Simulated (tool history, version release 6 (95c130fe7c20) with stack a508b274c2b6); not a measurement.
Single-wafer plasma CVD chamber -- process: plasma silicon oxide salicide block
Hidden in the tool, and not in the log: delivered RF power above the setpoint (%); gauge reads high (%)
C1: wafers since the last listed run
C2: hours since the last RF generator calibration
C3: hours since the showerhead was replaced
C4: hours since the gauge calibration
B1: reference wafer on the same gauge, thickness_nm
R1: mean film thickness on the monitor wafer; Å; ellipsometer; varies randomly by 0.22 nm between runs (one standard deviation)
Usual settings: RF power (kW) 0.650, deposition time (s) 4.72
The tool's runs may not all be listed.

{"run": 1, "hour": 0.0, "RF power (kW)": 0.65, "deposition time (s)": 4.72, "C1": 0, "C2": 349.1, "C3": 2588.5, "C4": 1952.1, "B1": 47.091, "R1": 497.57}
{"run": 2, "hour": 102.4, "RF power (kW)": 0.65, "deposition time (s)": 4.72, "C1": 3280, "C2": 451.5, "C3": 2690.9, "C4": 2054.5, "B1": 47.135, "R1": 493.34}
{"run": 3, "hour": 140.8, "RF power (kW)": 0.65, "deposition time (s)": 4.72, "C1": 1230, "C2": 489.9, "C3": 2729.3, "C4": 2092.9, "B1": 47.164, "R1": 495.05}
{"run": 4, "hour": 207.0, "RF power (kW)": 0.695, "deposition time (s)": 4.26, "C1": 2120, "C2": 556.1, "C3": 2795.5, "C4": 2159.1, "B1": 47.125, "R1": 458.42}
{"run": 5, "hour": 273.7, "RF power (kW)": 0.695, "deposition time (s)": 4.26, "C1": 2136, "C2": 622.8, "C3": 2862.2, "C4": 2225.8, "B1": 47.103, "R1": 456.69}
{"run": 6, "hour": 356.1, "RF power (kW)": 0.65, "deposition time (s)": 4.72, "C1": 2639, "C2": 705.2, "C3": 2944.6, "C4": 2308.2, "B1": 47.15, "R1": 494.07}
{"run": 7, "hour": 406.1, "RF power (kW)": 0.65, "deposition time (s)": 4.72, "C1": 1601, "C2": 755.2, "C3": 2994.6, "C4": 2358.2, "B1": 47.02, "R1": 493.51}
{"hour": 434.6, "done": "gauge calibrated"}
{"run": 8, "hour": 470.9, "RF power (kW)": 0.65, "deposition time (s)": 4.72, "C1": 2075, "C2": 820.0, "C3": 3059.4, "C4": 36.3, "B1": 46.993, "R1": 489.69}
{"run": 9, "hour": 556.3, "RF power (kW)": 0.65, "deposition time (s)": 4.72, "C1": 2735, "C2": 905.4, "C3": 3144.8, "C4": 121.7, "B1": 47.104, "R1": 491.66}
{"run": 10, "hour": 621.9, "RF power (kW)": 0.65, "deposition time (s)": 4.0, "C1": 2101, "C2": 971.0, "C3": 3210.4, "C4": 187.3, "B1": 47.064, "R1": 410.29}
{"run": 11, "hour": 681.0, "RF power (kW)": 0.65, "deposition time (s)": 4.0, "C1": 1893, "C2": 1030.1, "C3": 3269.5, "C4": 246.4, "B1": 47.14, "R1": 415.14}
{"run": 12, "hour": 775.4, "RF power (kW)": 0.715, "deposition time (s)": 4.72, "C1": 3023, "C2": 1124.5, "C3": 3363.9, "C4": 340.8, "B1": 47.087, "R1": 503.77}
{"run": 13, "hour": 861.1, "RF power (kW)": 0.65, "deposition time (s)": 4.72, "C1": 2745, "C2": 1210.2, "C3": 3449.6, "C4": 426.5, "B1": 47.104, "R1": 488.14}
{"run": 14, "hour": 953.0, "RF power (kW)": 0.65, "deposition time (s)": 4.72, "C1": 2943, "C2": 1302.1, "C3": 3541.5, "C4": 518.4, "B1": 47.095, "R1": 480.56}
{"hour": 1001.5, "done": "RF generator calibrated"}
{"run": 15, "hour": 1041.1, "RF power (kW)": 0.65, "deposition time (s)": 4.72, "C1": 2565, "C2": 39.6, "C3": 3629.6, "C4": 606.5, "B1": 47.1, "R1": 499.59}
{"run": 16, "hour": 1083.5, "RF power (kW)": 0.65, "deposition time (s)": 4.72, "C1": 1358, "C2": 82.0, "C3": 3672.0, "C4": 648.9, "B1": 47.137, "R1": 493.66}
{"run": 17, "hour": 1133.3, "RF power (kW)": 0.75, "deposition time (s)": 4.72, "C1": 1595, "C2": 131.8, "C3": 3721.8, "C4": 698.7, "B1": 47.107, "R1": 522.03}
{"hour": 1153.9, "done": "showerhead replaced, of another model than before"}
{"run": 18, "hour": 1222.2, "RF power (kW)": 0.75, "deposition time (s)": 4.72, "C1": 2591, "C2": 220.7, "C3": 68.3, "C4": 787.6, "B1": 47.137, "R1": 537.63}
{"run": 19, "hour": 1508.4, "RF power (kW)": 0.75, "deposition time (s)": 4.72, "C1": 9167, "C2": 506.9, "C3": 354.5, "C4": 1073.8, "B1": 47.029, "R1": 532.04}
{"run": 20, "hour": 1602.3, "RF power (kW)": 0.65, "deposition time (s)": 4.24, "C1": 3007, "C2": 600.8, "C3": 448.4, "C4": 1167.7, "B1": 47.046, "R1": 437.28}
{"run": 21, "hour": 1706.5, "RF power (kW)": 0.65, "deposition time (s)": 4.24, "C1": 3337, "C2": 705.0, "C3": 552.6, "C4": 1271.9, "B1": 47.09, "R1": 436.11}
{"run": 22, "hour": 1788.1, "RF power (kW)": 0.65, "deposition time (s)": 4.72, "C1": 2613, "C2": 786.6, "C3": 634.2, "C4": 1353.5, "B1": 47.054, "R1": 483.53}
{"run": 23, "hour": 1840.0, "RF power (kW)": 0.735, "deposition time (s)": 4.42, "C1": 1662, "C2": 838.5, "C3": 686.1, "C4": 1405.4, "B1": 47.063, "R1": 488.18}
{"run": 24, "hour": 1886.0, "RF power (kW)": 0.65, "deposition time (s)": 5.49, "C1": 1473, "C2": 884.5, "C3": 732.1, "C4": 1451.4, "B1": 47.139, "R1": 560.19}
{"run": 25, "hour": 1934.7, "RF power (kW)": 0.65, "deposition time (s)": 4.72, "C1": 1559, "C2": 933.2, "C3": 780.8, "C4": 1500.1, "B1": 47.111, "R1": 478.97}
{"run": 26, "hour": 1984.1, "RF power (kW)": 0.65, "deposition time (s)": 4.72, "C1": 1582, "C2": 982.6, "C3": 830.2, "C4": 1549.5, "B1": 47.053, "R1": 477.29}
{"run": 27, "hour": 2039.9, "RF power (kW)": 0.745, "deposition time (s)": 4.05, "C1": 1787, "C2": 1038.4, "C3": 886.0, "C4": 1605.3, "B1": 47.099, "R1": 446.74}
{"run": 28, "hour": 2130.1, "RF power (kW)": 0.65, "deposition time (s)": 5.3, "C1": 2889, "C2": 1128.6, "C3": 976.2, "C4": 1695.5, "B1": 47.138, "R1": 538.84}
{"run": 29, "hour": 2179.5, "RF power (kW)": 0.65, "deposition time (s)": 4.72, "C1": 1582, "C2": 1178.0, "C3": 1025.6, "C4": 1744.9, "B1": 47.101, "R1": 472.27}
{"hour": 2214.6, "done": "RF generator calibrated"}
{"run": 30, "hour": 2282.0, "RF power (kW)": 0.76, "deposition time (s)": 4.18, "C1": 3026, "C2": 67.4, "C3": 1128.1, "C4": 1847.4, "B1": 47.089, "R1": 481.25}
{"run": 31, "hour": 2362.1, "RF power (kW)": 0.65, "deposition time (s)": 4.72, "C1": 2565, "C2": 147.5, "C3": 1208.2, "C4": 1927.5, "B1": 47.099, "R1": 496.22}
{"run": 32, "hour": 2449.7, "RF power (kW)": 0.65, "deposition time (s)": 5.57, "C1": 2805, "C2": 235.1, "C3": 1295.8, "C4": 2015.1, "B1": 47.084, "R1": 581.37}
{"run": 33, "hour": 2486.6, "RF power (kW)": 0.54, "deposition time (s)": 4.72, "C1": 1181, "C2": 272.0, "C3": 1332.7, "C4": 2052.0, "B1": 47.062, "R1": 428.76}
{"run": 34, "hour": 2549.2, "RF power (kW)": 0.615, "deposition time (s)": 5.26, "C1": 2005, "C2": 334.6, "C3": 1395.3, "C4": 2114.6, "B1": 47.112, "R1": 531.39}
{"run": 35, "hour": 2589.9, "RF power (kW)": 0.65, "deposition time (s)": 4.11, "C1": 1303, "C2": 375.3, "C3": 1436.0, "C4": 2155.3, "B1": 47.139, "R1": 429.73}
{"hour": 2765.5, "done": "gauge calibrated"}
{"run": 36, "hour": 2787.5, "RF power (kW)": 0.65, "deposition time (s)": 4.72, "C1": 6329, "C2": 572.9, "C3": 1633.6, "C4": 22.0, "B1": 47.115, "R1": 490.1}
{"run": 37, "hour": 2880.3, "RF power (kW)": 0.695, "deposition time (s)": 5.24, "C1": 2972, "C2": 665.7, "C3": 1726.4, "C4": 114.8, "B1": 47.107, "R1": 560.19}
{"run": 38, "hour": 2980.3, "RF power (kW)": 0.65, "deposition time (s)": 4.72, "C1": 3203, "C2": 765.7, "C3": 1826.4, "C4": 214.8, "B1": 47.135, "R1": 484.45}
{"run": 39, "hour": 3265.4, "RF power (kW)": 0.69, "deposition time (s)": 3.87, "C1": 9132, "C2": 1050.8, "C3": 2111.5, "C4": 499.9, "B1": 47.09, "R1": 405.64}
{"run": 40, "hour": 3363.0, "RF power (kW)": 0.65, "deposition time (s)": 4.72, "C1": 3126, "C2": 1148.4, "C3": 2209.1, "C4": 597.5, "B1": 47.191, "R1": 476.92}
{"run": 41, "hour": 3406.0, "RF power (kW)": 0.755, "deposition time (s)": 3.8, "C1": 1377, "C2": 1191.4, "C3": 2252.1, "C4": 640.5, "B1": 47.14, "R1": 418.69}
{"run": 42, "hour": 3473.0, "RF power (kW)": 0.73, "deposition time (s)": 4.72, "C1": 2146, "C2": 1258.4, "C3": 2319.1, "C4": 707.5, "B1": 47.19, "R1": 511.47}
{"run": 43, "hour": 3551.0, "RF power (kW)": 0.69, "deposition time (s)": 5.34, "C1": 2498, "C2": 1336.4, "C3": 2397.1, "C4": 785.5, "B1": 47.081, "R1": 554.98}

Across each entry between runs, compare the hidden state at the last listed run before it with the hidden state at the first listed run after it:
Between runs 7 and 8: gauge calibrated (hour 434.6)
  delivered RF power above the setpoint (%): -4.26 -> -4.63
  measured value less the no-hidden-state value, R1: -8.48 -> -9.16 Å
Between runs 14 and 15: RF generator calibrated (hour 1001.5)
  delivered RF power above the setpoint (%): -7.34 -> -0.72
  measured value less the no-hidden-state value, R1: -14.63 -> -1.41 Å
Between runs 17 and 18: showerhead replaced, of another model than before (hour 1153.9)
  delivered RF power above the setpoint (%): -1.24 -> -1.74
  measured value less the no-hidden-state value, R1: -2.54 -> -6.13 Å
Between runs 29 and 30: RF generator calibrated (hour 2214.6)
  delivered RF power above the setpoint (%): -7.13 -> -0.603
  measured value less the no-hidden-state value, R1: -23.93 -> -1.87 Å
Between runs 35 and 36: gauge calibrated (hour 2765.5)
  delivered RF power above the setpoint (%): -2.34 -> -3.45
  measured value less the no-hidden-state value, R1: -6.64 -> -11.35 Å

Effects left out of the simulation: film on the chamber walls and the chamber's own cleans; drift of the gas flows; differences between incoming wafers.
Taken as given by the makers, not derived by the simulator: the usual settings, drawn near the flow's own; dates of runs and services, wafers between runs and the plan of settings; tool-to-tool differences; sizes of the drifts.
